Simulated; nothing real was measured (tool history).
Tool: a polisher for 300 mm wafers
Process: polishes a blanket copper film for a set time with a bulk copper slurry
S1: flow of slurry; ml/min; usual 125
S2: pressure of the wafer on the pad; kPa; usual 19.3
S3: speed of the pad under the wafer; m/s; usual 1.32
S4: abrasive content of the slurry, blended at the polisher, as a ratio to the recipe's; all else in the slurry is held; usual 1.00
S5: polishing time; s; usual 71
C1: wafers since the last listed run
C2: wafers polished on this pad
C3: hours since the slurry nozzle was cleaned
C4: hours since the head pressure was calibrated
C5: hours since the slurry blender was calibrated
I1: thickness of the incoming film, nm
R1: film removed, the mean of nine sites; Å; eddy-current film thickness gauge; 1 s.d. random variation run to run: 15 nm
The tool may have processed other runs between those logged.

run 1 day=0.000 | S1=125 S2=19.3 S3=1.32 S4=1.00 S5=71 | C1=0 C2=468 C3=332.0 C4=693.9 C5=397.4 | I1=2703.8 | R1=8697
run 2 day=1.025 | S1=125 S2=19.3 S3=1.32 S4=1.00 S5=71 | C1=270 C2=738 C3=356.6 C4=718.5 C5=422.0 | I1=2681.8 | R1=8569
-- day=1.383 slurry blender recalibrated
run 3 day=2.004 | S1=125 S2=14.5 S3=1.32 S4=0.85 S5=71 | C1=236 C2=974 C3=380.1 C4=742.0 C5=14.9 | I1=2713.1 | R1=6551
run 4 day=2.704 | S1=100 S2=19.3 S3=1.32 S4=1.00 S5=71 | C1=184 C2=1159 C3=396.9 C4=758.8 C5=31.7 | I1=2698.7 | R1=8260
run 5 day=3.362 | S1=100 S2=19.3 S3=1.32 S4=1.00 S5=71 | C1=173 C2=1332 C3=412.7 C4=774.6 C5=47.5 | I1=2716.6 | R1=8308
-- day=3.542 worn pad replaced by a new one
run 6 day=5.775 | S1=100 S2=19.3 S3=1.32 S4=1.00 S5=71 | C1=592 C2=588 C3=470.6 C4=832.5 C5=105.4 | I1=2731.5 | R1=8085
run 7 day=7.229 | S1=155 S2=16.5 S3=1.32 S4=1.00 S5=71 | C1=383 C2=971 C3=505.5 C4=867.4 C5=140.3 | I1=2718.7 | R1=7932
run 8 day=8.671 | S1=155 S2=16.5 S3=1.32 S4=1.00 S5=71 | C1=380 C2=1351 C3=540.1 C4=902.0 C5=174.9 | I1=2748.3 | R1=7722
-- day=9.154 worn pad replaced by a new one
run 9 day=10.004 | S1=125 S2=19.3 S3=1.32 S4=1.00 S5=71 | C1=307 C2=224 C3=572.1 C4=934.0 C5=206.9 | I1=2768.7 | R1=8289
run 10 day=11.033 | S1=125 S2=19.3 S3=1.32 S4=1.00 S5=71 | C1=271 C2=495 C3=596.8 C4=958.7 C5=231.6 | I1=2742.6 | R1=8441
-- day=12.842 slurry nozzle cleaned
-- day=13.992 worn pad replaced by a new one
run 11 day=14.908 | S1=125 S2=19.3 S3=1.32 S4=1.00 S5=71 | C1=966 C2=241 C3=49.6 C4=1051.7 C5=324.6 | I1=2675.4 | R1=9356
-- day=15.617 head pressure recalibrated
run 12 day=16.204 | S1=100 S2=19.3 S3=1.32 S4=1.00 S5=71 | C1=319 C2=561 C3=80.7 C4=14.1 C5=355.7 | I1=2708.4 | R1=8726
run 13 day=17.858 | S1=125 S2=12.4 S3=0.96 S4=1.00 S5=71 | C1=436 C2=997 C3=120.4 C4=53.8 C5=395.4 | I1=2725.5 | R1=4246
-- day=18.058 slurry blender recalibrated
run 14 day=19.283 | S1=125 S2=19.3 S3=1.20 S4=1.15 S5=87 | C1=353 C2=1351 C3=154.6 C4=88.0 C5=29.4 | I1=2695.3 | R1=11097
-- day=19.796 worn pad replaced by a new one
run 15 day=20.188 | S1=125 S2=19.3 S3=1.46 S4=1.00 S5=71 | C1=194 C2=103 C3=176.3 C4=109.7 C5=51.1 | I1=2740.3 | R1=10520
run 16 day=20.729 | S1=125 S2=17.2 S3=1.32 S4=1.00 S5=71 | C1=142 C2=246 C3=189.3 C4=122.7 C5=64.1 | I1=2722.3 | R1=8451
run 17 day=21.850 | S1=155 S2=13.1 S3=1.62 S4=1.00 S5=56 | C1=295 C2=542 C3=216.2 C4=149.6 C5=91.0 | I1=2680.6 | R1=6453
run 18 day=23.042 | S1=160 S2=24.1 S3=1.02 S4=1.15 S5=71 | C1=314 C2=856 C3=244.8 C4=178.2 C5=119.6 | I1=2737.1 | R1=9617
run 19 day=23.671 | S1=125 S2=19.3 S3=1.32 S4=1.10 S5=71 | C1=165 C2=1022 C3=259.9 C4=193.3 C5=134.7 | I1=2721.5 | R1=9312
-- day=24.600 worn pad replaced by a new one
run 20 day=24.621 | S1=155 S2=13.1 S3=1.62 S4=1.00 S5=56 | C1=206 C2=5 C3=282.7 C4=216.1 C5=157.5 | I1=2766.7 | R1=6195
run 21 day=25.267 | S1=125 S2=19.3 S3=1.32 S4=1.00 S5=71 | C1=170 C2=176 C3=298.2 C4=231.6 C5=173.0 | I1=2675.1 | R1=9064
run 22 day=26.596 | S1=125 S2=19.3 S3=1.32 S4=1.00 S5=71 | C1=350 C2=526 C3=330.1 C4=263.5 C5=204.9 | I1=2708.3 | R1=8689
run 23 day=27.375 | S1=95 S2=13.1 S3=1.32 S4=1.00 S5=71 | C1=205 C2=731 C3=348.8 C4=282.2 C5=223.6 | I1=2685.8 | R1=5320

Consider 5 possible next runs. They are alternatives, not a sequence: every one starts from the tool as it was left by run 23. What does each give?
run A day=27.392 | S1=125 S2=19.3 S3=1.32 S4=1.00 S5=47 | C1=4 C2=736 C3=349.2 C4=282.6 C5=224.0 | I1=2748.2 | R1=?
run B day=27.392 | S1=125 S2=21.4 S3=1.32 S4=1.25 S5=83 | C1=4 C2=736 C3=349.2 C4=282.6 C5=224.0 | I1=2748.2 | R1=?
run C day=27.392 | S1=170 S2=16.5 S3=1.52 S4=1.00 S5=87 | C1=4 C2=736 C3=349.2 C4=282.6 C5=224.0 | I1=2748.2 | R1=?
run D day=27.392 | S1=85 S2=15.2 S3=1.18 S4=1.00 S5=88 | C1=4 C2=736 C3=349.2 C4=282.6 C5=224.0 | I1=2748.2 | R1=?
run E day=27.392 | S1=125 S2=15.9 S3=1.32 S4=1.00 S5=71 | C1=4 C2=736 C3=349.2 C4=282.6 C5=224.0 | I1=2748.2 | R1=?

run=A R1=5704
run=B R1=11668
run=C R1=11408
run=D R1=6374
run=E R1=7077
With no hidden state in the tool, these same runs would have given:
run=A R1=7005
run=B R1=14363
run=C R1=13578
run=D R1=8262
run=E R1=8693

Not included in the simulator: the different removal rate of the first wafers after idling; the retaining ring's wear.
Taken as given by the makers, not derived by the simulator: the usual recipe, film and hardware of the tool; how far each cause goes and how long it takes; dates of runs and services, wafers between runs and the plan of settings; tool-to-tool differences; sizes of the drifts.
